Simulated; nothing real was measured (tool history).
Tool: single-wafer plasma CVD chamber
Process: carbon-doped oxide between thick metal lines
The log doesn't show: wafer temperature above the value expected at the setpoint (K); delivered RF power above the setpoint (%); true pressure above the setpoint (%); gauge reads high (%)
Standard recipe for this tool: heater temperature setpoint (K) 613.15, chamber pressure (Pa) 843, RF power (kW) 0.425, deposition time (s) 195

run,hour,heater temperature setpoint (K),chamber pressure (Pa),RF power (kW),deposition time (s),wafers since the last listed run,hours since the last thermocouple change,hours since the last RF generator calibration,hours since the last manometer calibration,hours since the showerhead was replaced,hours since the gauge calibration,"read-back reference wafer on the same gauge, thickness_nm",mean film thickness on the monitor wafer (Å)
1,0.0,613.15,843,0.425,195,0,1753.4,746.7,1134.1,6490.7,33.5,751.761,8757.48
2,24.3,613.15,843,0.425,195,198,1777.7,771.0,1158.4,6515.0,57.8,751.643,8718.33
3,44.9,613.15,843,0.425,195,168,1798.3,791.6,1179.0,6535.6,78.4,750.830,8688.31
4,59.2,613.15,843,0.425,195,116,1812.6,805.9,1193.3,6549.9,92.7,751.985,8695.70
5,92.2,613.15,843,0.425,195,269,1845.6,838.9,1226.3,6582.9,125.7,750.972,8686.53
6,109.7,613.15,843,0.425,195,143,1863.1,856.4,1243.8,6600.4,143.2,751.311,8731.46
7,124.3,613.15,843,0.425,195,119,1877.7,871.0,1258.4,6615.0,157.8,750.014,8628.60
8,149.2,613.15,843,0.425,195,203,1902.6,895.9,1283.3,6639.9,182.7,751.176,8668.12
9,163.3,613.15,843,0.425,195,115,1916.7,910.0,1297.4,6654.0,196.8,750.178,8675.01
# hour 178.4: showerhead replaced
10,182.4,613.15,843,0.425,224,90,1935.8,929.1,1316.5,4.0,215.9,751.376,9985.32
11,195.7,613.15,843,0.425,224,108,1949.1,942.4,1329.8,17.3,229.2,751.492,9922.45
12,212.1,613.15,843,0.425,224,134,1965.5,958.8,1346.2,33.7,245.6,751.224,9949.50
# hour 228.8: capacitance manometer re-zeroed and calibrated
13,244.5,613.15,709,0.425,195,199,1997.9,991.2,15.7,66.1,278.0,752.354,8530.55
# hour 251.5: gauge calibrated
14,277.5,613.15,843,0.425,185,269,2030.9,1024.2,48.7,99.1,26.0,750.930,8231.19
15,295.1,613.15,957,0.425,195,143,2048.5,1041.8,66.3,116.7,43.6,751.918,8648.06
16,311.4,623.15,988,0.505,195,133,2064.8,1058.1,82.6,133.0,59.9,752.526,9452.91
17,338.5,613.15,843,0.425,224,221,2091.9,1085.2,109.7,160.1,87.0,751.678,9841.49
18,362.7,622.15,741,0.425,184,197,2116.1,1109.4,133.9,184.3,111.2,752.506,7940.34
19,424.1,613.15,1052,0.490,157,502,2177.5,1170.8,195.3,245.7,172.6,750.884,7664.46
# hour 439.7: RF generator calibrated
20,449.7,613.15,843,0.425,195,143,2203.1,10.0,220.9,271.3,198.2,750.774,8979.39
# hour 460.6: thermocouple changed; heater temperature recalibrated
21,468.7,622.15,843,0.370,195,89,8.1,29.0,239.9,290.3,217.2,750.716,8162.54
22,504.2,613.15,843,0.425,195,290,43.6,64.5,275.4,325.8,252.7,749.127,8948.66
23,520.5,603.15,843,0.460,195,133,59.9,80.8,291.7,342.1,269.0,751.121,9626.28
# hour 540.8: gauge calibrated
24,554.6,603.15,733,0.395,232,278,94.0,114.9,325.8,376.2,13.8,750.729,10367.14
25,586.9,606.15,665,0.425,195,264,126.3,147.2,358.1,408.5,46.1,750.946,8962.75
26,602.3,613.15,747,0.425,195,125,141.7,162.6,373.5,423.9,61.5,750.962,8848.58
27,633.2,613.15,1052,0.455,168,252,172.6,193.5,404.4,454.8,92.4,750.625,8103.73

Below are 5 alternative next runs, each starting from the tool's condition after run 27. Predict each:
A,633.7,613.15,1037,0.425,195,4,173.1,194.0,404.9,455.3,92.9,?,?
B,633.7,613.15,843,0.360,184,4,173.1,194.0,404.9,455.3,92.9,?,?
C,633.7,613.15,843,0.395,195,4,173.1,194.0,404.9,455.3,92.9,?,?
D,633.7,613.15,843,0.370,218,4,173.1,194.0,404.9,455.3,92.9,?,?
E,633.7,605.15,783,0.425,195,4,173.1,194.0,404.9,455.3,92.9,?,?

run,"read-back reference wafer on the same gauge, thickness_nm",mean film thickness on the monitor wafer (Å)
A,750.427,9023.45
B,750.427,7659.14
C,750.427,8550.51
D,750.427,9213.01
E,750.427,9041.75
Had the tool no hidden state, the same runs would have come out as:
run,mean film thickness on the monitor wafer (Å)
A,9081.76
B,7710.81
C,8605.77
D,9275.17
E,9100.18
